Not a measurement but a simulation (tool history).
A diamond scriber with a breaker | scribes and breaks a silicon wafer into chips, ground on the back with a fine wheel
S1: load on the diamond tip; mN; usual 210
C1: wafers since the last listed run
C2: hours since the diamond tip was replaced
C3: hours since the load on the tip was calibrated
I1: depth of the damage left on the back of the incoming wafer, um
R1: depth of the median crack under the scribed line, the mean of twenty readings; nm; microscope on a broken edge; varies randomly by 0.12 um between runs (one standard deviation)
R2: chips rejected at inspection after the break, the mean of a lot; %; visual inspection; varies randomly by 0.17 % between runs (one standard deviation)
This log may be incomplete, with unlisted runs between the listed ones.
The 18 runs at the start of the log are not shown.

run,hour,S1,C1,C2,C3,I1,R1,R2
19,1432.0,210,233,434.7,614.6,1.80,7350,5.14
20,1499.6,147,168,502.3,682.2,2.06,5760,21.80
21,1599.2,210,248,601.9,781.8,2.46,7190,8.32
22,1664.4,270,162,667.1,847.0,2.20,8610,2.13
23,1732.2,210,169,734.9,914.8,1.81,7350,7.18
24,1778.5,210,115,781.2,961.1,1.84,7370,6.15
25,1852.2,261,183,854.9,1034.8,2.51,8290,3.43
26,1931.6,246,198,934.3,1114.2,2.29,8070,3.09
# hour 1999.0: diamond tip replaced by a new one
27,2058.1,249,310,59.1,1240.7,1.94,9110,2.69
28,2160.9,210,256,161.9,1343.5,1.87,8270,2.22
29,2201.1,184,100,202.1,1383.7,1.98,7360,6.22
30,2286.1,157,212,287.1,1468.7,1.99,6450,15.63
31,2359.1,165,182,360.1,1541.7,1.85,6400,13.15
# hour 2455.2: load on the tip recalibrated
32,2462.0,210,251,463.0,6.8,2.62,7590,6.95
33,2525.3,210,157,526.3,70.1,2.66,7720,6.75
34,2595.3,210,174,596.3,140.1,2.21,7490,5.23
35,2691.1,210,238,692.1,235.9,2.48,7500,6.48
36,2754.3,155,157,755.3,299.1,2.43,6070,20.01
37,2826.7,210,180,827.7,371.5,2.37,7400,6.77
38,2908.4,162,203,909.4,453.2,2.77,6330,19.61
# hour 2938.1: diamond tip replaced by a new one
39,3015.4,269,261,77.3,560.2,2.76,9570,4.81
40,3081.6,241,165,143.5,626.4,2.19,8770,2.15

Alternative continuations, all from the tool just after run 40; predict every row:
A,3082.2,239,1,144.1,627.0,1.91,?,?
B,3082.2,252,1,144.1,627.0,1.91,?,?
C,3082.2,229,1,144.1,627.0,1.91,?,?
D,3082.2,250,1,144.1,627.0,1.91,?,?
E,3082.2,194,1,144.1,627.0,1.91,?,?

run,R1,R2
A,8980,1.76
B,9300,2.20
C,8730,1.71
D,9250,2.11
E,7830,4.05
The same runs, with their run-to-run variation unchanged, on a tool lacking any hidden condition would have given:
run,R1,R2
A,9500,2.68
B,9840,3.78
C,9240,2.09
D,9790,3.59
E,8290,2.33
